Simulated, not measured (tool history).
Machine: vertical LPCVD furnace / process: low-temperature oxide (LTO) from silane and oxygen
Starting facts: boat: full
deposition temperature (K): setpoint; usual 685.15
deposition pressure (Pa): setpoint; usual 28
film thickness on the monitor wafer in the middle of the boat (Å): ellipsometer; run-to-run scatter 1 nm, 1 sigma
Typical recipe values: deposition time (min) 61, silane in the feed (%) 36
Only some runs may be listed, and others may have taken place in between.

run	hour	deposition temperature (K)	deposition pressure (Pa)	deposition time (min)	silane in the feed (%)	read-back reference wafer on the same gauge, thickness	film thickness on the monitor wafer in the middle of the boat (Å)
1	0	685.15	28	61	30	675.08	4298.4
2	18.9	685.15	28	61	30	675.15	4310.2
3	35.4	685.15	28	61	30	675.4	4302.2
4	52.4	685.15	28	61	36	675.19	5506
# hour 109.4: gauge calibrated
# hour 117.6: pressure gauge zeroed
5	118.1	690.15	28	61	36	675.09	6104.5
6	123.4	690.15	28	61	36	674.94	6115.6
7	135.7	685.15	28	61	40	675.09	6598.2
8	146.9	685.15	28	61	40	674.54	6578
# hour 188.7: silane flow controller replaced
# hour 209.5: thermocouples replaced and temperature profile calibrated
9	210	685.15	28	61	40	674.91	6542.8
10	215.4	696.15	23.3	61	36	674.86	5396.7
11	220.7	693.15	34.7	48.5	33	674.82	5514.7
12	226	685.15	28	61	36	675.25	5755.8
13	231.3	675.15	30	61	33	674.72	4910.8
14	240.8	679.15	28	80.5	36	675.18	7119.7
15	257.3	694.15	28	61	36	674.89	6310.2
16	278.4	685.15	28	61	36	674.7	5751.9
17	287.3	680.15	22.7	51	40	675.14	4176.8
# hour 293.2: gauge calibrated
18	305.7	685.15	28	61	40	674.69	6502.3

Here are 4 independent what-if runs from the current tool condition. What would each one return?
A	311.1	685.15	28	61	36	?	?
B	311.1	685.15	28	80	36	?	?
C	311.1	689.15	34.7	49	38	?	?
D	311.1	678.15	28	50	43	?	?

run	read-back reference wafer on the same gauge, thickness	film thickness on the monitor wafer in the middle of the boat (Å)
A	675.1	5716.1
B	675.1	7496.5
C	675.1	6358.9
D	675.1	5359.7
Without the tool's hidden state the same runs would have given:
run	film thickness on the monitor wafer in the middle of the boat (Å)
A	5789.6
B	7593
C	6424.8
D	5428.7
